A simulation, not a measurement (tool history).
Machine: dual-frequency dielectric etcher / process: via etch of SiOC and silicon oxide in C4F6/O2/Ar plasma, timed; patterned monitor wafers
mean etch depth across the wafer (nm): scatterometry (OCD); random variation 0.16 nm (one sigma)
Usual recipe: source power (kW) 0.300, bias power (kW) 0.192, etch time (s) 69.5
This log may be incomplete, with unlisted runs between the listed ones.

| run | hour | source power (kW) | bias power (kW) | etch time (s) | wafers since the last listed run | hours since the last wet clean | hours since the last source power generator calibration | hours since the last bias power generator calibration | hours since the last upper electrode change | hours since the gauge calibration | read-back reference wafer on the same gauge, depth_nm | mean etch depth across the wafer (nm) |
|---|---|---|---|---|---|---|---|---|---|---|---|---|
| 1 | 0.0 | 0.300 | 0.192 | 69.5 | 0 | 494.6 | 1350.3 | 3083.4 | 3625.7 | 803.2 | 66.5 | 70.5 |
| 2 | 33.1 | 0.300 | 0.192 | 69.5 | 502 | 527.7 | 1383.4 | 3116.5 | 3658.8 | 836.3 | 66.5 | 70.3 |
|  | 84.2 | wet clean of the chamber |
| 3 | 84.7 | 0.300 | 0.192 | 69.5 | 419 | 0.5 | 1435.0 | 3168.1 | 3710.4 | 887.9 | 66.4 | 72.5 |
| 4 | 94.9 | 0.300 | 0.192 | 69.5 | 154 | 10.7 | 1445.2 | 3178.3 | 3720.6 | 898.1 | 66.4 | 72.3 |
| 5 | 120.1 | 0.300 | 0.192 | 69.5 | 382 | 35.9 | 1470.4 | 3203.5 | 3745.8 | 923.3 | 66.5 | 72.7 |
| 6 | 150.6 | 0.300 | 0.192 | 69.5 | 463 | 66.4 | 1500.9 | 3234.0 | 3776.3 | 953.8 | 66.5 | 72.4 |
| 7 | 165.5 | 0.300 | 0.192 | 69.5 | 226 | 81.3 | 1515.8 | 3248.9 | 3791.2 | 968.7 | 66.5 | 72.4 |
|  | 202.4 | bias power generator calibrated |
|  | 246.2 | gauge calibrated |
| 8 | 247.8 | 0.300 | 0.192 | 69.5 | 1188 | 163.6 | 1598.1 | 45.4 | 3873.5 | 1.6 | 66.5 | 72.0 |
| 9 | 270.4 | 0.300 | 0.192 | 69.5 | 343 | 186.2 | 1620.7 | 68.0 | 3896.1 | 24.2 | 66.6 | 72.1 |
| 10 | 293.6 | 0.300 | 0.192 | 69.5 | 352 | 209.4 | 1643.9 | 91.2 | 3919.3 | 47.4 | 66.6 | 71.8 |
| 11 | 312.1 | 0.350 | 0.228 | 52.0 | 280 | 227.9 | 1662.4 | 109.7 | 3937.8 | 65.9 | 66.6 | 59.8 |
| 12 | 330.3 | 0.330 | 0.192 | 69.5 | 276 | 246.1 | 1680.6 | 127.9 | 3956.0 | 84.1 | 66.5 | 75.2 |
| 13 | 357.3 | 0.300 | 0.192 | 69.5 | 409 | 273.1 | 1707.6 | 154.9 | 3983.0 | 111.1 | 66.5 | 71.6 |
| 14 | 375.8 | 0.300 | 0.192 | 48.5 | 280 | 291.6 | 1726.1 | 173.4 | 4001.5 | 129.6 | 66.5 | 49.9 |
|  | 390.4 | source power generator calibrated |
| 15 | 395.4 | 0.330 | 0.146 | 49.5 | 236 | 311.2 | 5.0 | 193.0 | 4021.1 | 149.2 | 66.5 | 51.1 |
| 16 | 429.4 | 0.240 | 0.161 | 69.5 | 516 | 345.2 | 39.0 | 227.0 | 4055.1 | 183.2 | 66.5 | 61.5 |
|  | 476.8 | upper electrode replaced |
| 17 | 477.3 | 0.300 | 0.215 | 69.5 | 362 | 393.1 | 86.9 | 274.9 | 0.5 | 231.1 | 66.4 | 72.7 |
| 18 | 477.6 | 0.300 | 0.192 | 69.5 | 4 | 393.4 | 87.2 | 275.2 | 0.8 | 231.4 | 66.5 | 71.2 |
| 19 | 492.8 | 0.300 | 0.192 | 69.5 | 230 | 408.6 | 102.4 | 290.4 | 16.0 | 246.6 | 66.5 | 71.2 |
| 20 | 512.4 | 0.220 | 0.164 | 89.0 | 297 | 428.2 | 122.0 | 310.0 | 35.6 | 266.2 | 66.5 | 75.1 |
| 21 | 541.7 | 0.260 | 0.192 | 69.5 | 444 | 457.5 | 151.3 | 339.3 | 64.9 | 295.5 | 66.5 | 65.8 |
| 22 | 575.1 | 0.300 | 0.166 | 69.5 | 507 | 490.9 | 184.7 | 372.7 | 98.3 | 328.9 | 66.6 | 69.3 |
| 23 | 610.6 | 0.300 | 0.177 | 69.5 | 539 | 526.4 | 220.2 | 408.2 | 133.8 | 364.4 | 66.5 | 69.9 |
| 24 | 641.4 | 0.300 | 0.222 | 82.5 | 467 | 557.2 | 251.0 | 439.0 | 164.6 | 395.2 | 66.5 | 85.8 |
| 25 | 675.3 | 0.300 | 0.192 | 51.5 | 514 | 591.1 | 284.9 | 472.9 | 198.5 | 429.1 | 66.5 | 52.3 |
|  | 714.7 | wet clean of the chamber |
| 26 | 715.2 | 0.350 | 0.159 | 69.5 | 241 | 0.5 | 324.8 | 512.8 | 238.4 | 469.0 | 66.5 | 75.8 |
| 27 | 715.5 | 0.300 | 0.192 | 52.5 | 4 | 0.8 | 325.1 | 513.1 | 238.7 | 469.3 | 66.5 | 54.9 |
| 28 | 738.6 | 0.230 | 0.192 | 69.5 | 350 | 23.9 | 348.2 | 536.2 | 261.8 | 492.4 | 66.5 | 62.9 |
| 29 | 769.3 | 0.300 | 0.192 | 60.0 | 466 | 54.6 | 378.9 | 566.9 | 292.5 | 523.1 | 66.5 | 62.3 |
| 30 | 791.6 | 0.300 | 0.192 | 69.5 | 338 | 76.9 | 401.2 | 589.2 | 314.8 | 545.4 | 66.5 | 72.4 |

For each entry between runs, how does the tool's hidden state at the last listed run before it compare with that at the first listed run after it?
Run 2 -> run 3: wet clean of the chamber (hour 84.2)
  etch rate over this chamber's usual, %: -2.67 -> 0.3
  measured minus no-state result, mean etch depth across the wafer (nm): -2.0 -> +0.2
Run 7 -> run 8: bias power generator calibrated (hour 202.4); gauge calibrated (hour 246.2)
  etch rate over this chamber's usual, %: -0.0844 -> -0.476
  measured minus no-state result, mean etch depth across the wafer (nm): -0.1 -> -0.3
Run 14 -> run 15: source power generator calibrated (hour 390.4)
  etch rate over this chamber's usual, %: -1.08 -> -1.18
  measured minus no-state result, mean etch depth across the wafer (nm): -0.5 -> -0.6
Run 16 -> run 17: upper electrode replaced (hour 476.8)
  etch rate over this chamber's usual, %: -1.34 -> -1.57
  measured minus no-state result, mean etch depth across the wafer (nm): -0.9 -> -1.2
Run 25 -> run 26: wet clean of the chamber (hour 714.7)
  etch rate over this chamber's usual, %: -2.51 -> 0.37
  measured minus no-state result, mean etch depth across the wafer (nm): -1.4 -> +0.3
